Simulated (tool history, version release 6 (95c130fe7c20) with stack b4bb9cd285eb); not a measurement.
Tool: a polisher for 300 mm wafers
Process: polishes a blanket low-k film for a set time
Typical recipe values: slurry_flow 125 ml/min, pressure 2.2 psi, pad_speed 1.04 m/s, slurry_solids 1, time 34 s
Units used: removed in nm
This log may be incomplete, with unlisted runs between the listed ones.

run	day	slurry_flow	pressure	pad_speed	slurry_solids	time	incoming thickness of the incoming film, nm	removed
1	0	125	2.2	1.18	1	34	504.8	21.5
2	0.346	125	2.2	1.04	1	34	502.5	19.4
3	1.025	125	2.2	1.04	1	34	491.8	19.2
4	1.404	125	2.2	1.04	1	34	497.8	19.2
# day 1.75: head pressure recalibrated
5	2.079	125	2.4	0.86	1	34	493.8	18.4
# day 2.392: worn pad replaced by a new one
6	2.583	125	2.2	1.04	1	34	493.1	19.3
# day 2.717: conditioning disc replaced and pad reconditioned
7	3.271	125	2.2	1.04	1	34	491	19.5
8	3.579	125	2.2	1.04	1	34	491.3	19.5
9	4.125	125	2.2	1.04	1	34	499.6	19
10	4.596	90	2.9	1.04	0.9	34	496.6	21.5
11	5.183	125	2.2	1.04	0.9	42	506.3	21.8
12	5.517	125	2.8	1.04	0.7	43	506.2	21.2
# day 5.858: slurry nozzle cleaned
13	6.038	165	2.2	1.04	1.15	34	511.2	21.8
# day 6.367: slurry blender recalibrated
14	6.388	125	2.2	0.8	1	28	490.6	13.1
# day 6.896: worn pad replaced by a new one
15	6.917	125	2.2	1.04	1	40	489.9	23.1
16	7.421	125	1.8	0.82	1	34	504.2	13.4
17	7.846	125	1.9	1.04	1.15	34	492.7	19.1
18	8.462	140	1.5	1.04	1	34	498.9	13.4
19	9.075	125	2.6	1.04	1.15	39	505.6	28.7
20	9.783	95	2.2	1.04	1	34	503	18.2
21	11.267	125	2.2	1.04	1	34	499.7	19
# day 11.896: worn pad replaced by a new one
22	11.917	85	1.5	1.04	1	34	504.1	12.1
23	12.121	125	2.8	1.04	0.7	43	498.3	20.9
24	12.571	125	2.2	1.04	1	34	501.1	19.6
25	12.983	150	2	1.2	1	34	498.3	20.5

Below are 5 alternative next runs, each starting from the tool's condition after run 25. Predict each:
A	13	125	2.2	1.26	1	34	505.8	?
B	13	125	2.2	1.04	0.75	34	505.8	?
C	13	125	2.5	1.18	0.8	23	505.8	?
D	13	155	2.2	1.36	1	41	505.8	?
E	13	140	2.2	1.04	1	34	505.8	?

run	removed
A	23
B	14.8
C	13.5
D	30.6
E	20.1
Without the tool's hidden state the same runs would have given:
run	removed
A	23
B	14.8
C	13.5
D	30.6
E	20.1
